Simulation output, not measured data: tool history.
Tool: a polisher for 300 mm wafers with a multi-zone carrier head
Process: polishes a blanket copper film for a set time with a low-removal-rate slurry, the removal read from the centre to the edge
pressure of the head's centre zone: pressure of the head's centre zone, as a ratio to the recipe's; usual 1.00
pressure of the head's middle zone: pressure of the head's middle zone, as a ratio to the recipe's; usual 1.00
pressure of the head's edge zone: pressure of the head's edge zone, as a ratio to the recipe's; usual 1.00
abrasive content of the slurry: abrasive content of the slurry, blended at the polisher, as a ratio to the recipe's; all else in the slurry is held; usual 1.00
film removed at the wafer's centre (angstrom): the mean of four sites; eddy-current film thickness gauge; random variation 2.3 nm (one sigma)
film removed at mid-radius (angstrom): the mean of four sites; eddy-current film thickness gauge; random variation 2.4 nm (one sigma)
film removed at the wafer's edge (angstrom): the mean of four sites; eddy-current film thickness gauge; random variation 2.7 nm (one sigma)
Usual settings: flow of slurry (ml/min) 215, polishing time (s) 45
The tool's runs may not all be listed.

| run | hour | flow of slurry (ml/min) | pressure of the head's centre zone | pressure of the head's middle zone | pressure of the head's edge zone | abrasive content of the slurry | polishing time (s) | wafers since the last listed run | wafers polished on this pad | hours since the slurry nozzle was cleaned | hours since the centre zone pressure was calibrated | hours since the edge zone pressure was calibrated | hours since the carrier head's membrane was replaced | incoming thickness of the incoming film, nm | film removed at the wafer's centre (angstrom) | film removed at mid-radius (angstrom) | film removed at the wafer's edge (angstrom) |
|---|---|---|---|---|---|---|---|---|---|---|---|---|---|---|---|---|---|
| 1 | 0.0 | 215 | 1.00 | 1.00 | 1.00 | 1.00 | 45 | 0 | 397 | 699.9 | 843.8 | 1031.6 | 1049.7 | 591.9 | 1931 | 1852 | 1896 |
| 2 | 28.8 | 215 | 1.00 | 1.00 | 1.00 | 1.00 | 45 | 256 | 654 | 728.7 | 872.6 | 1060.4 | 1078.5 | 599.6 | 1849 | 1828 | 1926 |
| 3 | 59.9 | 215 | 1.00 | 1.00 | 1.00 | 1.00 | 45 | 277 | 931 | 759.8 | 903.7 | 1091.5 | 1109.6 | 602.7 | 1866 | 1815 | 1911 |
|  | 104.5 | worn pad replaced by a new one |
| 4 | 126.9 | 215 | 1.06 | 1.00 | 1.00 | 1.00 | 45 | 561 | 199 | 826.8 | 970.7 | 1158.5 | 1176.6 | 590.9 | 2047 | 1866 | 1938 |
| 5 | 156.6 | 215 | 1.06 | 1.00 | 1.00 | 1.00 | 45 | 264 | 464 | 856.5 | 1000.4 | 1188.2 | 1206.3 | 593.1 | 2057 | 1854 | 1883 |
| 6 | 184.2 | 190 | 1.00 | 1.00 | 1.00 | 1.00 | 45 | 245 | 710 | 884.1 | 1028.0 | 1215.8 | 1233.9 | 594.4 | 1875 | 1797 | 1893 |
|  | 233.5 | slurry nozzle cleaned |
|  | 235.5 | worn pad replaced by a new one |
| 7 | 260.9 | 190 | 1.00 | 1.00 | 1.00 | 1.00 | 45 | 657 | 226 | 27.4 | 1104.7 | 1292.5 | 1310.6 | 607.0 | 1902 | 1820 | 1878 |
|  | 277.2 | carrier head's membrane replaced by a new one |
| 8 | 277.7 | 215 | 1.05 | 0.90 | 1.05 | 1.20 | 45 | 105 | 331 | 44.2 | 1121.5 | 1309.3 | 0.5 | 596.1 | 2140 | 1809 | 2091 |
| 9 | 292.8 | 215 | 1.00 | 1.00 | 1.00 | 1.00 | 45 | 134 | 466 | 59.3 | 1136.6 | 1324.4 | 15.6 | 606.7 | 1857 | 1825 | 1884 |
|  | 313.7 | edge zone pressure recalibrated |
| 10 | 323.4 | 235 | 1.00 | 1.00 | 1.00 | 1.00 | 34 | 254 | 721 | 89.9 | 1167.2 | 9.7 | 46.2 | 600.6 | 1444 | 1428 | 1441 |
|  | 334.7 | centre zone pressure recalibrated |
| 11 | 337.2 | 215 | 1.00 | 0.91 | 1.00 | 1.00 | 56 | 105 | 826 | 103.7 | 2.5 | 23.5 | 60.0 | 597.6 | 2337 | 2077 | 2319 |
| 12 | 355.3 | 215 | 1.00 | 1.00 | 1.00 | 1.00 | 45 | 161 | 987 | 121.8 | 20.6 | 41.6 | 78.1 | 609.8 | 1852 | 1801 | 1859 |
|  | 370.0 | worn pad replaced by a new one |
| 13 | 372.5 | 185 | 1.00 | 1.04 | 1.00 | 1.00 | 45 | 117 | 21 | 139.0 | 37.8 | 58.8 | 95.3 | 597.4 | 1922 | 1888 | 1918 |
| 14 | 397.3 | 215 | 1.00 | 0.92 | 0.93 | 1.20 | 45 | 221 | 242 | 163.8 | 62.6 | 83.6 | 120.1 | 596.0 | 2055 | 1833 | 1962 |
| 15 | 422.8 | 215 | 1.00 | 1.08 | 1.00 | 0.85 | 45 | 227 | 470 | 189.3 | 88.1 | 109.1 | 145.6 | 597.6 | 1796 | 1866 | 1820 |
| 16 | 458.3 | 215 | 1.00 | 1.00 | 1.00 | 1.00 | 53 | 316 | 786 | 224.8 | 123.6 | 144.6 | 181.1 | 594.4 | 2215 | 2110 | 2191 |
| 17 | 477.3 | 160 | 1.00 | 1.05 | 1.10 | 1.00 | 39 | 169 | 956 | 243.8 | 142.6 | 163.6 | 200.1 | 590.9 | 1514 | 1562 | 1611 |
| 18 | 505.5 | 175 | 1.00 | 1.00 | 1.00 | 1.00 | 36 | 251 | 1207 | 272.0 | 170.8 | 191.8 | 228.3 | 600.2 | 1417 | 1374 | 1470 |
| 19 | 527.4 | 215 | 1.00 | 1.00 | 1.00 | 0.80 | 45 | 195 | 1402 | 293.9 | 192.7 | 213.7 | 250.2 | 591.6 | 1669 | 1666 | 1692 |
|  | 533.8 | worn pad replaced by a new one |
| 20 | 548.6 | 215 | 1.00 | 1.00 | 1.00 | 1.00 | 45 | 153 | 132 | 315.1 | 213.9 | 234.9 | 271.4 | 606.3 | 1961 | 1897 | 1941 |

Forecast each of these 5 alternatives for the next run:
| A | 549.0 | 215 | 1.00 | 0.91 | 1.00 | 1.00 | 45 | 3 | 135 | 315.5 | 214.3 | 235.3 | 271.8 | 594.0 | ? | ? | ? |
| B | 549.0 | 175 | 1.00 | 1.06 | 1.00 | 1.00 | 45 | 3 | 135 | 315.5 | 214.3 | 235.3 | 271.8 | 594.0 | ? | ? | ? |
| C | 549.0 | 280 | 1.00 | 1.00 | 1.04 | 1.15 | 45 | 3 | 135 | 315.5 | 214.3 | 235.3 | 271.8 | 594.0 | ? | ? | ? |
| D | 549.0 | 215 | 1.00 | 1.00 | 1.00 | 1.25 | 45 | 3 | 135 | 315.5 | 214.3 | 235.3 | 271.8 | 594.0 | ? | ? | ? |
| E | 549.0 | 215 | 1.12 | 1.00 | 0.94 | 1.00 | 58 | 3 | 135 | 315.5 | 214.3 | 235.3 | 271.8 | 594.0 | ? | ? | ? |

| run | film removed at the wafer's centre (angstrom) | film removed at mid-radius (angstrom) | film removed at the wafer's edge (angstrom) |
|---|---|---|---|
| A | 1954 | 1700 | 1976 |
| B | 1882 | 1868 | 1923 |
| C | 2115 | 1982 | 2150 |
| D | 2087 | 1964 | 2106 |
| E | 2825 | 2370 | 2470 |
Without the tool's hidden state the same runs would have given:
| run | film removed at the wafer's centre (angstrom) | film removed at mid-radius (angstrom) | film removed at the wafer's edge (angstrom) |
|---|---|---|---|
| A | 1967 | 1711 | 1989 |
| B | 1895 | 1880 | 1935 |
| C | 2129 | 1996 | 2164 |
| D | 2101 | 1977 | 2120 |
| E | 2844 | 2386 | 2486 |
